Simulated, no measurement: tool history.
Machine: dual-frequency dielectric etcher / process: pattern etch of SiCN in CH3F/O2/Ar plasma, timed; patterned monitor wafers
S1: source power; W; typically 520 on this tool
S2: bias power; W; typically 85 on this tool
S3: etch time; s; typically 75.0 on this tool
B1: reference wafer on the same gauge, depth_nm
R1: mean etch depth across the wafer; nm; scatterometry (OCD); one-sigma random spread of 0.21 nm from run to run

| run | hour | S1 | S2 | S3 | B1 | R1 |
|---|---|---|---|---|---|---|
| 1 | 0.0 | 520 | 85 | 75.0 | 41.40 | 39.09 |
| 2 | 51.9 | 520 | 85 | 75.0 | 41.36 | 39.42 |
| 3 | 68.2 | 520 | 85 | 75.0 | 41.46 | 39.30 |
| 4 | 74.8 | 520 | 85 | 75.0 | 41.34 | 39.41 |
| 5 | 110.8 | 520 | 85 | 75.0 | 41.39 | 39.14 |
| 6 | 119.3 | 520 | 85 | 75.0 | 41.33 | 39.57 |
| 7 | 134.9 | 520 | 85 | 75.0 | 41.44 | 39.41 |
|  | 143.4 | gauge calibrated |
|  | 162.2 | upper electrode replaced |
| 8 | 162.7 | 520 | 85 | 75.0 | 41.41 | 39.57 |
| 9 | 163.1 | 520 | 85 | 75.0 | 41.38 | 39.75 |
| 10 | 170.2 | 520 | 85 | 75.0 | 41.36 | 39.44 |
|  | 200.4 | wet clean of the chamber |
| 11 | 200.9 | 520 | 85 | 79.5 | 41.35 | 39.29 |
| 12 | 201.2 | 520 | 85 | 79.5 | 41.41 | 39.34 |
| 13 | 201.5 | 520 | 85 | 75.0 | 41.41 | 37.10 |
| 14 | 215.5 | 520 | 85 | 75.0 | 41.41 | 37.36 |
| 15 | 228.1 | 630 | 98 | 89.0 | 41.38 | 48.68 |
|  | 243.2 | source power generator calibrated |
| 16 | 243.7 | 520 | 85 | 92.0 | 41.34 | 45.82 |
| 17 | 252.4 | 520 | 69 | 64.0 | 41.43 | 30.34 |
| 18 | 267.2 | 560 | 106 | 57.5 | 41.37 | 31.28 |
|  | 296.7 | wet clean of the chamber, repeated, since the last time left the tool worse |
| 19 | 297.2 | 560 | 106 | 57.5 | 41.49 | 32.14 |
| 20 | 297.5 | 520 | 85 | 75.0 | 41.40 | 39.34 |
| 21 | 301.5 | 570 | 68 | 87.5 | 41.40 | 44.77 |
| 22 | 313.5 | 520 | 91 | 75.0 | 41.28 | 39.91 |
| 23 | 322.9 | 520 | 100 | 75.0 | 41.40 | 40.63 |
| 24 | 330.4 | 410 | 98 | 75.0 | 41.43 | 36.80 |
| 25 | 341.4 | 520 | 85 | 79.5 | 41.39 | 41.40 |
|  | 350.4 | bias power generator calibrated |
| 26 | 375.6 | 430 | 105 | 66.0 | 41.40 | 33.92 |
| 27 | 390.1 | 460 | 76 | 54.0 | 41.43 | 26.47 |
| 28 | 403.8 | 520 | 79 | 53.5 | 41.46 | 27.45 |
| 29 | 419.4 | 400 | 85 | 75.0 | 41.40 | 35.58 |
| 30 | 428.1 | 520 | 85 | 75.0 | 41.33 | 39.20 |
| 31 | 455.1 | 460 | 78 | 84.5 | 41.40 | 41.52 |

Here are 3 independent what-if runs from the current tool condition. What would each one return?
| A | 455.5 | 520 | 85 | 75.0 | ? | ? |
| B | 455.5 | 640 | 68 | 58.5 | ? | ? |
| C | 455.5 | 490 | 93 | 84.5 | ? | ? |

| run | B1 | R1 |
|---|---|---|
| A | 41.41 | 39.39 |
| B | 41.41 | 31.66 |
| C | 41.41 | 44.33 |
Had the tool no hidden state, the same runs would have come out as:
| run | R1 |
|---|---|
| A | 38.85 |
| B | 31.22 |
| C | 43.71 |
